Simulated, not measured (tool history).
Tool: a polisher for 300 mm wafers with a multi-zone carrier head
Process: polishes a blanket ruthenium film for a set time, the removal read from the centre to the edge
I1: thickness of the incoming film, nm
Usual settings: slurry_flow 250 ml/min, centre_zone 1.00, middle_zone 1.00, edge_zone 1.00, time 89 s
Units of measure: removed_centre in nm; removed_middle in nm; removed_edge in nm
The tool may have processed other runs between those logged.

run 1 day=0.000 | slurry_flow=250 centre_zone=1.00 middle_zone=1.00 edge_zone=1.00 time=97 | I1=496.5 | removed_centre=72.7 removed_middle=68.9 removed_edge=73.0
run 2 day=1.712 | slurry_flow=250 centre_zone=1.00 middle_zone=1.00 edge_zone=1.00 time=97 | I1=489.4 | removed_centre=71.5 removed_middle=69.3 removed_edge=72.7
-- day=3.704 carrier head's membrane replaced by a new one
run 3 day=4.796 | slurry_flow=250 centre_zone=1.00 middle_zone=1.00 edge_zone=1.00 time=97 | I1=499.7 | removed_centre=70.6 removed_middle=69.7 removed_edge=72.9
-- day=10.233 worn pad replaced by a new one
run 4 day=11.571 | slurry_flow=250 centre_zone=1.00 middle_zone=1.00 edge_zone=1.00 time=89 | I1=492.8 | removed_centre=63.9 removed_middle=63.0 removed_edge=66.3
-- day=11.675 slurry nozzle cleaned
run 5 day=15.733 | slurry_flow=185 centre_zone=1.00 middle_zone=1.06 edge_zone=1.00 time=89 | I1=495.8 | removed_centre=63.9 removed_middle=64.6 removed_edge=65.3
run 6 day=18.588 | slurry_flow=185 centre_zone=1.00 middle_zone=1.06 edge_zone=1.00 time=89 | I1=499.2 | removed_centre=64.1 removed_middle=64.8 removed_edge=67.6
run 7 day=21.508 | slurry_flow=250 centre_zone=1.00 middle_zone=1.00 edge_zone=1.00 time=89 | I1=492.8 | removed_centre=66.7 removed_middle=64.0 removed_edge=67.6
-- day=22.438 centre zone pressure recalibrated
run 8 day=25.962 | slurry_flow=250 centre_zone=1.00 middle_zone=1.00 edge_zone=1.00 time=97 | I1=499.1 | removed_centre=70.7 removed_middle=69.7 removed_edge=73.2
run 9 day=29.379 | slurry_flow=220 centre_zone=1.00 middle_zone=1.00 edge_zone=1.00 time=89 | I1=502.8 | removed_centre=64.1 removed_middle=63.2 removed_edge=65.7
-- day=30.996 worn pad replaced by a new one
run 10 day=32.033 | slurry_flow=250 centre_zone=1.00 middle_zone=0.93 edge_zone=1.00 time=65 | I1=495.0 | removed_centre=46.5 removed_middle=43.8 removed_edge=48.4
-- day=33.938 slurry nozzle cleaned
run 11 day=35.121 | slurry_flow=250 centre_zone=0.96 middle_zone=1.00 edge_zone=0.96 time=63 | I1=489.7 | removed_centre=45.5 removed_middle=45.8 removed_edge=47.7
run 12 day=37.658 | slurry_flow=250 centre_zone=1.00 middle_zone=1.09 edge_zone=1.00 time=89 | I1=497.3 | removed_centre=67.0 removed_middle=68.6 removed_edge=66.9
-- day=37.742 edge zone pressure recalibrated
run 13 day=42.733 | slurry_flow=250 centre_zone=1.08 middle_zone=1.00 edge_zone=1.00 time=89 | I1=493.3 | removed_centre=69.0 removed_middle=62.7 removed_edge=66.8
run 14 day=46.617 | slurry_flow=330 centre_zone=1.00 middle_zone=1.00 edge_zone=1.00 time=89 | I1=499.9 | removed_centre=67.2 removed_middle=64.0 removed_edge=69.2
-- day=48.179 worn pad replaced by a new one
run 15 day=49.617 | slurry_flow=250 centre_zone=1.00 middle_zone=1.00 edge_zone=1.00 time=89 | I1=503.1 | removed_centre=65.3 removed_middle=63.2 removed_edge=67.3
-- day=51.050 slurry nozzle cleaned
run 16 day=51.483 | slurry_flow=250 centre_zone=1.00 middle_zone=0.96 edge_zone=0.91 time=89 | I1=505.9 | removed_centre=67.6 removed_middle=65.4 removed_edge=66.6
run 17 day=55.304 | slurry_flow=250 centre_zone=1.00 middle_zone=1.00 edge_zone=1.00 time=89 | I1=504.3 | removed_centre=66.6 removed_middle=65.2 removed_edge=67.9
run 18 day=57.012 | slurry_flow=250 centre_zone=1.06 middle_zone=1.00 edge_zone=1.06 time=89 | I1=494.7 | removed_centre=69.0 removed_middle=65.8 removed_edge=69.7
run 19 day=59.892 | slurry_flow=250 centre_zone=1.00 middle_zone=1.00 edge_zone=0.96 time=75 | I1=503.0 | removed_centre=56.0 removed_middle=54.2 removed_edge=55.0
run 20 day=62.771 | slurry_flow=250 centre_zone=1.00 middle_zone=1.00 edge_zone=1.12 time=89 | I1=495.7 | removed_centre=64.9 removed_middle=63.8 removed_edge=70.5
run 21 day=65.358 | slurry_flow=250 centre_zone=1.00 middle_zone=1.00 edge_zone=1.00 time=89 | I1=502.1 | removed_centre=65.2 removed_middle=63.8 removed_edge=66.0
run 22 day=67.996 | slurry_flow=250 centre_zone=1.00 middle_zone=1.00 edge_zone=1.00 time=89 | I1=504.1 | removed_centre=63.4 removed_middle=62.8 removed_edge=66.1

Below are 4 alternative next runs, each starting from the tool's condition after run 22. Predict each:
run A day=68.012 | slurry_flow=250 centre_zone=1.00 middle_zone=1.00 edge_zone=1.00 time=89 | I1=507.1 | removed_centre=? removed_middle=? removed_edge=?
run B day=68.012 | slurry_flow=215 centre_zone=1.00 middle_zone=1.00 edge_zone=1.00 time=89 | I1=507.1 | removed_centre=? removed_middle=? removed_edge=?
run C day=68.012 | slurry_flow=250 centre_zone=1.00 middle_zone=1.00 edge_zone=1.10 time=89 | I1=507.1 | removed_centre=? removed_middle=? removed_edge=?
run D day=68.012 | slurry_flow=190 centre_zone=1.00 middle_zone=1.00 edge_zone=0.96 time=111 | I1=507.1 | removed_centre=? removed_middle=? removed_edge=?

run=A removed_centre=64.8 removed_middle=63.5 removed_edge=66.1
run=B removed_centre=63.6 removed_middle=62.5 removed_edge=65.3
run=C removed_centre=64.8 removed_middle=63.5 removed_edge=69.3
run=D removed_centre=78.0 removed_middle=76.8 removed_edge=79.0
Had the tool no hidden state, the same runs would have come out as:
run=A removed_centre=68.1 removed_middle=66.4 removed_edge=68.3
run=B removed_centre=67.1 removed_middle=65.6 removed_edge=67.7
run=C removed_centre=68.1 removed_middle=66.4 removed_edge=71.6
run=D removed_centre=82.7 removed_middle=80.9 removed_edge=82.1
